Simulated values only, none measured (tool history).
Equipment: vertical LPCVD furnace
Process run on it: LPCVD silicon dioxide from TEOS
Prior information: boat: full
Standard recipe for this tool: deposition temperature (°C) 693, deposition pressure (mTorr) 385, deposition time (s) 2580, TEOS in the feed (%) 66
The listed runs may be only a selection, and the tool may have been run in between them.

run	day	deposition temperature (°C)	deposition pressure (mTorr)	deposition time (s)	TEOS in the feed (%)	wafers since the last listed run	hours since the last temperature calibration	hours since the pressure gauge was zeroed	hours since the TEOS flow controller was replaced	hours since the gauge calibration	read-back reference wafer on the same gauge, thickness	film thickness on the monitor wafer in the middle of the boat (angstrom)
1	0.000	693	385	2580	66	0	866.9	1700.8	5368.4	404.5	254.13	2987.2
2	3.979	693	385	2580	66	1646	962.4	1796.3	5463.9	500.0	253.35	2990.1
3	6.429	693	385	2580	66	1013	1021.2	1855.1	5522.7	558.8	253.68	2983.2
4	9.608	693	385	2580	66	1315	1097.5	1931.4	5599.0	635.1	253.62	2995.8
5	12.092	693	385	2580	66	1027	1157.1	1991.0	5658.6	694.7	253.95	3015.8
6	16.450	693	385	3060	66	1803	1261.7	2095.6	5763.2	799.3	254.15	3561.0
7	19.558	693	385	3060	66	1285	1336.3	2170.2	5837.8	873.9	254.74	3566.9
# day 21.929: TEOS flow controller replaced
8	23.446	693	385	2100	66	1194	1429.6	2263.5	36.4	967.2	253.78	2468.1
9	25.938	693	385	2100	66	1030	1489.4	2323.3	96.2	1027.0	253.80	2459.3
10	28.629	693	385	2100	66	1113	1554.0	2387.9	160.8	1091.6	254.48	2478.1
11	33.004	693	385	2580	66	1809	1659.0	2492.9	265.8	1196.6	253.74	3016.5
12	36.954	693	385	2580	66	1634	1753.8	2587.7	360.6	1291.4	253.59	3031.4
13	38.538	693	385	2580	66	655	1791.8	2625.7	398.6	1329.4	253.94	3044.0
# day 39.796: gauge calibrated
14	41.725	686	385	2580	66	1318	1868.3	2702.2	475.1	46.3	253.92	2575.7
15	44.238	693	300	2250	66	1039	1928.6	2762.5	535.4	106.6	254.00	2363.7
# day 46.508: pressure gauge zeroed
16	46.529	701	355	2940	63	534	1983.6	0.5	590.4	161.6	254.26	3950.2
# day 48.004: thermocouples replaced and temperature profile calibrated
17	49.079	698	385	2580	66	641	25.8	61.7	651.6	222.8	254.49	3330.1
18	53.325	693	460	2580	66	1756	127.7	163.6	753.5	324.7	254.27	3239.5
19	57.725	693	385	3180	66	1820	233.3	269.2	859.1	430.3	254.18	3623.5
20	61.871	693	340	2100	76	1715	332.8	368.7	958.6	529.8	254.05	2414.3
21	64.725	693	385	1890	56	1180	401.3	437.2	1027.1	598.3	254.01	1994.5

Below are 4 alternative next runs, each starting from the tool's condition after run 21. Predict each:
A	64.946	703	385	2580	66	91	406.6	442.5	1032.4	603.6	?	?
B	64.946	684	385	2580	60	91	406.6	442.5	1032.4	603.6	?	?
C	64.946	686	300	2580	66	91	406.6	442.5	1032.4	603.6	?	?
D	64.946	703	460	2580	56	91	406.6	442.5	1032.4	603.6	?	?

run	read-back reference wafer on the same gauge, thickness	film thickness on the monitor wafer in the middle of the boat (angstrom)
A	253.76	3743.9
B	253.76	2281.1
C	253.76	2215.7
D	253.76	3769.6
The same runs, with their run-to-run variation unchanged, on a tool lacking any hidden condition would have given:
run	film thickness on the monitor wafer in the middle of the boat (angstrom)
A	3728.5
B	2271.3
C	2206.3
D	3754.1
